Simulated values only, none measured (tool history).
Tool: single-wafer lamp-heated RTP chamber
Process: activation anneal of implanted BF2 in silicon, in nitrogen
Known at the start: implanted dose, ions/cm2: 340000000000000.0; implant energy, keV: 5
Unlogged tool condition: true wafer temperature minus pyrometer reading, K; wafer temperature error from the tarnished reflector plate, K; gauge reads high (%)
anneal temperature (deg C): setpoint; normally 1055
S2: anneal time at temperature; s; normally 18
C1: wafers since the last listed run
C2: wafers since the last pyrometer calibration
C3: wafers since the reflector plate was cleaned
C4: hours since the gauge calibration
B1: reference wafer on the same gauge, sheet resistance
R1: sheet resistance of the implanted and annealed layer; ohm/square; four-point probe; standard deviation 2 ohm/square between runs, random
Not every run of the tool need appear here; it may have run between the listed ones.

{"run": 1, "hour": 0.0, "anneal temperature (deg C)": 1055, "S2": 18, "C1": 0, "C2": 1572, "C3": 2358, "C4": 43.2, "B1": 431.89, "R1": 388.72}
{"run": 2, "hour": 14.2, "anneal temperature (deg C)": 1055, "S2": 18, "C1": 233, "C2": 1805, "C3": 2592, "C4": 57.4, "B1": 432.28, "R1": 387.25}
{"run": 3, "hour": 28.0, "anneal temperature (deg C)": 1068, "S2": 10, "C1": 226, "C2": 2032, "C3": 2818, "C4": 71.2, "B1": 432.16, "R1": 396.65}
{"run": 4, "hour": 44.0, "anneal temperature (deg C)": 1064, "S2": 18, "C1": 262, "C2": 2295, "C3": 3081, "C4": 87.2, "B1": 432.12, "R1": 375.68}
{"run": 5, "hour": 58.8, "anneal temperature (deg C)": 1055, "S2": 18, "C1": 243, "C2": 2538, "C3": 3324, "C4": 102.0, "B1": 431.86, "R1": 386.58}
{"run": 6, "hour": 74.5, "anneal temperature (deg C)": 1079, "S2": 18, "C1": 257, "C2": 2796, "C3": 3582, "C4": 117.7, "B1": 431.95, "R1": 363.46}
{"run": 7, "hour": 83.2, "anneal temperature (deg C)": 1079, "S2": 18, "C1": 142, "C2": 2939, "C3": 3725, "C4": 126.4, "B1": 432.3, "R1": 362.17}
{"run": 8, "hour": 100.5, "anneal temperature (deg C)": 1079, "S2": 18, "C1": 284, "C2": 3223, "C3": 4009, "C4": 143.7, "B1": 432.12, "R1": 362.02}
{"hour": 108.8, "done": "pyrometer window cleaned and pyrometer calibrated"}
{"run": 9, "hour": 113.0, "anneal temperature (deg C)": 1038, "S2": 18, "C1": 73, "C2": 69, "C3": 4083, "C4": 156.2, "B1": 432.01, "R1": 420.48}
{"run": 10, "hour": 121.1, "anneal temperature (deg C)": 1038, "S2": 18, "C1": 133, "C2": 202, "C3": 4216, "C4": 164.3, "B1": 432.34, "R1": 416.06}
{"run": 11, "hour": 131.7, "anneal temperature (deg C)": 1038, "S2": 18, "C1": 174, "C2": 376, "C3": 4390, "C4": 174.9, "B1": 431.85, "R1": 419.38}
{"run": 12, "hour": 144.6, "anneal temperature (deg C)": 1055, "S2": 24, "C1": 211, "C2": 588, "C3": 4602, "C4": 187.8, "B1": 431.86, "R1": 382.9}
{"run": 13, "hour": 154.1, "anneal temperature (deg C)": 1046, "S2": 25, "C1": 156, "C2": 744, "C3": 4758, "C4": 197.3, "B1": 432.06, "R1": 390.89}

Run 14, settings as shown, results not yet in. Your forecast:
{"hour": 155.8, "done": "gauge calibrated"}
{"run": 14, "hour": 169.2, "anneal temperature (deg C)": 1068, "S2": 18, "C1": 248, "C2": 992, "C3": 5006, "C4": 13.4, "B1": "?", "R1": "?"}

{"run 14": {"B1": 432.17, "R1": 377.44}}
Had the tool carried no hidden state, the very same run would have given R1 381.10 ohm/square.
